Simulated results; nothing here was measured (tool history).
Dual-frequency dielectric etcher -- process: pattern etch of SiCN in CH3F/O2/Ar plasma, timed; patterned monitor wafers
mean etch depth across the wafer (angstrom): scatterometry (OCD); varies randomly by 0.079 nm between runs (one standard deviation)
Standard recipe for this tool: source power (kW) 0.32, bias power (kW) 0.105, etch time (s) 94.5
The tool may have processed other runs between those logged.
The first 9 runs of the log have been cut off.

run,hour,source power (kW),bias power (kW),etch time (s),"read-back reference wafer on the same gauge, depth_nm",mean etch depth across the wafer (angstrom)
10,244.7,0.26,0.12,94.5,38.12,358.5
11,277.9,0.26,0.12,94.5,38.09,357.7
12,299.3,0.32,0.105,94.5,38.12,371.2
13,334.8,0.32,0.105,94.5,38.1,371.4
# hour 353: gauge calibrated
# hour 364.7: wet clean of the chamber
14,365.2,0.32,0.105,94.5,38.11,366.4
15,384.9,0.35,0.105,71.5,38.11,287.5
16,419.9,0.28,0.105,73,38.11,268.9
17,438.3,0.32,0.105,109.5,38.1,424.5
18,468.2,0.27,0.105,94.5,38.13,342.9
19,503.6,0.26,0.091,94.5,38.11,320.8
# hour 565.2: bias power generator calibrated
20,604.2,0.25,0.13,87,38.09,332.9
21,639.8,0.26,0.131,122.5,38.12,479.5
22,658.1,0.32,0.105,94.5,38.08,368
23,679,0.32,0.128,73.5,38.08,308.6
24,710.1,0.32,0.105,121,38.1,472.9
25,723.2,0.3,0.098,110,38.11,407.4
26,740.7,0.38,0.081,87,38.1,332.1
27,767.4,0.25,0.082,94.5,38.11,306.2
28,786.2,0.32,0.105,94.5,38.1,369.7
29,805.4,0.32,0.105,121,38.12,472.2
30,831.1,0.32,0.105,94.5,38.11,370.4

What if the next run were any one of these 4? Each begins from the tool's condition after run 30:
A,831.5,0.32,0.105,79,?,?
B,831.5,0.32,0.105,103,?,?
C,831.5,0.26,0.105,70,?,?
D,831.5,0.35,0.105,122.5,?,?

run,"read-back reference wafer on the same gauge, depth_nm",mean etch depth across the wafer (angstrom)
A,38.09,309.8
B,38.09,403.9
C,38.09,252.7
D,38.09,497.7
With no hidden state in the tool, these same runs would have given:
run,mean etch depth across the wafer (angstrom)
A,307.4
B,400.8
C,250.7
D,493.9
